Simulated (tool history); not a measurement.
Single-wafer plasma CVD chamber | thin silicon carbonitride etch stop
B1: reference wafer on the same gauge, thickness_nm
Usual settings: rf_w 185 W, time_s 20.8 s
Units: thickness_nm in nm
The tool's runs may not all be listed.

{"run": 1, "day": 0.0, "rf_w": 185, "time_s": 20.8, "B1": 11.905, "thickness_nm": 11.418}
{"run": 2, "day": 4.058, "rf_w": 215, "time_s": 20.8, "B1": 11.884, "thickness_nm": 12.421}
{"day": 7.392, "done": "gauge calibrated"}
{"run": 3, "day": 7.812, "rf_w": 185, "time_s": 20.8, "B1": 11.895, "thickness_nm": 11.538}
{"run": 4, "day": 12.142, "rf_w": 185, "time_s": 20.8, "B1": 11.891, "thickness_nm": 11.539}
{"run": 5, "day": 16.358, "rf_w": 185, "time_s": 20.8, "B1": 11.903, "thickness_nm": 11.535}
{"run": 6, "day": 18.971, "rf_w": 185, "time_s": 20.8, "B1": 11.901, "thickness_nm": 11.549}
{"run": 7, "day": 20.571, "rf_w": 185, "time_s": 20.8, "B1": 11.901, "thickness_nm": 11.665}
{"run": 8, "day": 24.979, "rf_w": 185, "time_s": 20.8, "B1": 11.901, "thickness_nm": 11.471}
{"run": 9, "day": 28.304, "rf_w": 185, "time_s": 20.8, "B1": 11.889, "thickness_nm": 11.5}
{"run": 10, "day": 31.029, "rf_w": 185, "time_s": 20.8, "B1": 11.901, "thickness_nm": 11.561}
{"day": 34.312, "done": "RF generator calibrated"}
{"day": 36.708, "done": "showerhead replaced"}
{"run": 11, "day": 42.496, "rf_w": 185, "time_s": 20.8, "B1": 11.893, "thickness_nm": 11.474}
{"run": 12, "day": 44.604, "rf_w": 185, "time_s": 20.8, "B1": 11.9, "thickness_nm": 11.522}
{"run": 13, "day": 47.288, "rf_w": 185, "time_s": 20.8, "B1": 11.898, "thickness_nm": 11.534}
{"run": 14, "day": 51.183, "rf_w": 185, "time_s": 20.8, "B1": 11.894, "thickness_nm": 11.561}
{"run": 15, "day": 53.675, "rf_w": 220, "time_s": 23.5, "B1": 11.894, "thickness_nm": 14.273}
{"run": 16, "day": 57.462, "rf_w": 185, "time_s": 20.8, "B1": 11.899, "thickness_nm": 11.512}
{"run": 17, "day": 59.246, "rf_w": 195, "time_s": 19.1, "B1": 11.894, "thickness_nm": 10.882}
{"run": 18, "day": 60.996, "rf_w": 220, "time_s": 23.5, "B1": 11.898, "thickness_nm": 14.255}
{"run": 19, "day": 63.342, "rf_w": 160, "time_s": 24.5, "B1": 11.89, "thickness_nm": 12.515}
{"day": 65.962, "done": "gauge calibrated"}
{"run": 20, "day": 67.558, "rf_w": 170, "time_s": 18.4, "B1": 11.907, "thickness_nm": 9.821}
{"run": 21, "day": 69.983, "rf_w": 185, "time_s": 22.4, "B1": 11.892, "thickness_nm": 12.343}
{"run": 22, "day": 73.988, "rf_w": 200, "time_s": 18.6, "B1": 11.905, "thickness_nm": 10.695}
{"day": 74.933, "done": "thermocouple changed; heater temperature recalibrated"}
{"run": 23, "day": 78.229, "rf_w": 155, "time_s": 17.2, "B1": 11.902, "thickness_nm": 8.635}
{"run": 24, "day": 82.55, "rf_w": 200, "time_s": 22.1, "B1": 11.898, "thickness_nm": 12.827}
{"run": 25, "day": 85.208, "rf_w": 155, "time_s": 24.4, "B1": 11.903, "thickness_nm": 12.266}
{"day": 87.292, "done": "RF generator calibrated"}
{"run": 26, "day": 88.167, "rf_w": 185, "time_s": 24.5, "B1": 11.9, "thickness_nm": 13.649}
{"run": 27, "day": 91.454, "rf_w": 170, "time_s": 20.8, "B1": 11.892, "thickness_nm": 11.16}
{"run": 28, "day": 93.129, "rf_w": 185, "time_s": 20.8, "B1": 11.904, "thickness_nm": 11.545}
{"run": 29, "day": 95.462, "rf_w": 165, "time_s": 20.8, "B1": 11.911, "thickness_nm": 10.855}

4 ways to go on from here, each from the tool as it stands after run 29. What would each give?
{"run": "A", "day": 95.479, "rf_w": 150, "time_s": 20.8, "B1": "?", "thickness_nm": "?"}
{"run": "B", "day": 95.479, "rf_w": 220, "time_s": 24.4, "B1": "?", "thickness_nm": "?"}
{"run": "C", "day": 95.479, "rf_w": 220, "time_s": 19.6, "B1": "?", "thickness_nm": "?"}
{"run": "D", "day": 95.479, "rf_w": 185, "time_s": 23.2, "B1": "?", "thickness_nm": "?"}

run=A B1=11.894 thickness_nm=10.284
run=B B1=11.894 thickness_nm=14.736
run=C B1=11.894 thickness_nm=11.837
run=D B1=11.894 thickness_nm=12.887
Without the tool's hidden state the same runs would have given:
run=A thickness_nm=10.284
run=B thickness_nm=14.736
run=C thickness_nm=11.837
run=D thickness_nm=12.887

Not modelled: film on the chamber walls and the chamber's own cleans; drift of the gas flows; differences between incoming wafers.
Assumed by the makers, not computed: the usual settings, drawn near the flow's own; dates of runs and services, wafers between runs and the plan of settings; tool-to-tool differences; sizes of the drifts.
